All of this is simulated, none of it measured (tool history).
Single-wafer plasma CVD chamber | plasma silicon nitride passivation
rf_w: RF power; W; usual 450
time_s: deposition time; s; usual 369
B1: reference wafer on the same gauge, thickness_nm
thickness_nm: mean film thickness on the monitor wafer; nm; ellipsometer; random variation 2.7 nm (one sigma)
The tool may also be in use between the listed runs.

{"run": 1, "hour": 0.0, "rf_w": 380, "time_s": 369, "B1": 521.467, "thickness_nm": 517.448}
{"run": 2, "hour": 63.0, "rf_w": 500, "time_s": 369, "B1": 523.167, "thickness_nm": 559.496}
{"run": 3, "hour": 134.8, "rf_w": 500, "time_s": 369, "B1": 524.047, "thickness_nm": 556.241}
{"run": 4, "hour": 182.3, "rf_w": 500, "time_s": 369, "B1": 524.774, "thickness_nm": 558.466}
{"run": 5, "hour": 215.7, "rf_w": 450, "time_s": 415, "B1": 527.279, "thickness_nm": 616.962}
{"run": 6, "hour": 256.9, "rf_w": 450, "time_s": 415, "B1": 527.382, "thickness_nm": 614.171}
{"run": 7, "hour": 324.9, "rf_w": 450, "time_s": 369, "B1": 529.617, "thickness_nm": 551.417}
{"hour": 345.2, "done": "gauge calibrated"}
{"run": 8, "hour": 353.0, "rf_w": 450, "time_s": 369, "B1": 523.613, "thickness_nm": 542.368}
{"run": 9, "hour": 401.6, "rf_w": 450, "time_s": 369, "B1": 524.002, "thickness_nm": 546.432}
{"hour": 462.4, "done": "showerhead replaced"}
{"run": 10, "hour": 473.3, "rf_w": 450, "time_s": 369, "B1": 525.179, "thickness_nm": 540.95}
{"run": 11, "hour": 529.2, "rf_w": 450, "time_s": 369, "B1": 526.122, "thickness_nm": 546.45}
{"run": 12, "hour": 596.0, "rf_w": 370, "time_s": 440, "B1": 525.7, "thickness_nm": 617.269}
{"hour": 609.8, "done": "RF generator calibrated"}
{"run": 13, "hour": 632.4, "rf_w": 450, "time_s": 434, "B1": 526.945, "thickness_nm": 642.627}
{"run": 14, "hour": 672.5, "rf_w": 450, "time_s": 369, "B1": 528.3, "thickness_nm": 542.645}
{"run": 15, "hour": 716.3, "rf_w": 475, "time_s": 350, "B1": 529.293, "thickness_nm": 520.796}
{"run": 16, "hour": 768.4, "rf_w": 370, "time_s": 419, "B1": 531.154, "thickness_nm": 597.41}
{"run": 17, "hour": 799.7, "rf_w": 450, "time_s": 369, "B1": 531.811, "thickness_nm": 549.685}
{"run": 18, "hour": 834.8, "rf_w": 365, "time_s": 411, "B1": 533.381, "thickness_nm": 579.117}
{"run": 19, "hour": 874.2, "rf_w": 450, "time_s": 434, "B1": 535.732, "thickness_nm": 654.16}
{"hour": 894.0, "done": "gauge calibrated"}
{"run": 20, "hour": 942.4, "rf_w": 450, "time_s": 422, "B1": 523.482, "thickness_nm": 613.809}
{"run": 21, "hour": 968.5, "rf_w": 360, "time_s": 389, "B1": 523.228, "thickness_nm": 531.824}
{"run": 22, "hour": 1036.1, "rf_w": 450, "time_s": 309, "B1": 524.326, "thickness_nm": 449.072}

Forecast each of these 5 alternatives for the next run:
{"run": "A", "hour": 1036.6, "rf_w": 365, "time_s": 369, "B1": "?", "thickness_nm": "?"}
{"run": "B", "hour": 1036.6, "rf_w": 420, "time_s": 402, "B1": "?", "thickness_nm": "?"}
{"run": "C", "hour": 1036.6, "rf_w": 380, "time_s": 409, "B1": "?", "thickness_nm": "?"}
{"run": "D", "hour": 1036.6, "rf_w": 450, "time_s": 348, "B1": "?", "thickness_nm": "?"}
{"run": "E", "hour": 1036.6, "rf_w": 450, "time_s": 327, "B1": "?", "thickness_nm": "?"}

run=A B1=524.636 thickness_nm=509.803
run=B B1=524.636 thickness_nm=575.830
run=C B1=524.636 thickness_nm=570.913
run=D B1=524.636 thickness_nm=507.542
run=E B1=524.636 thickness_nm=476.914
Without the tool's hidden state the same runs would have given:
run=A thickness_nm=508.820
run=B thickness_nm=574.720
run=C thickness_nm=569.812
run=D thickness_nm=506.563
run=E thickness_nm=475.995

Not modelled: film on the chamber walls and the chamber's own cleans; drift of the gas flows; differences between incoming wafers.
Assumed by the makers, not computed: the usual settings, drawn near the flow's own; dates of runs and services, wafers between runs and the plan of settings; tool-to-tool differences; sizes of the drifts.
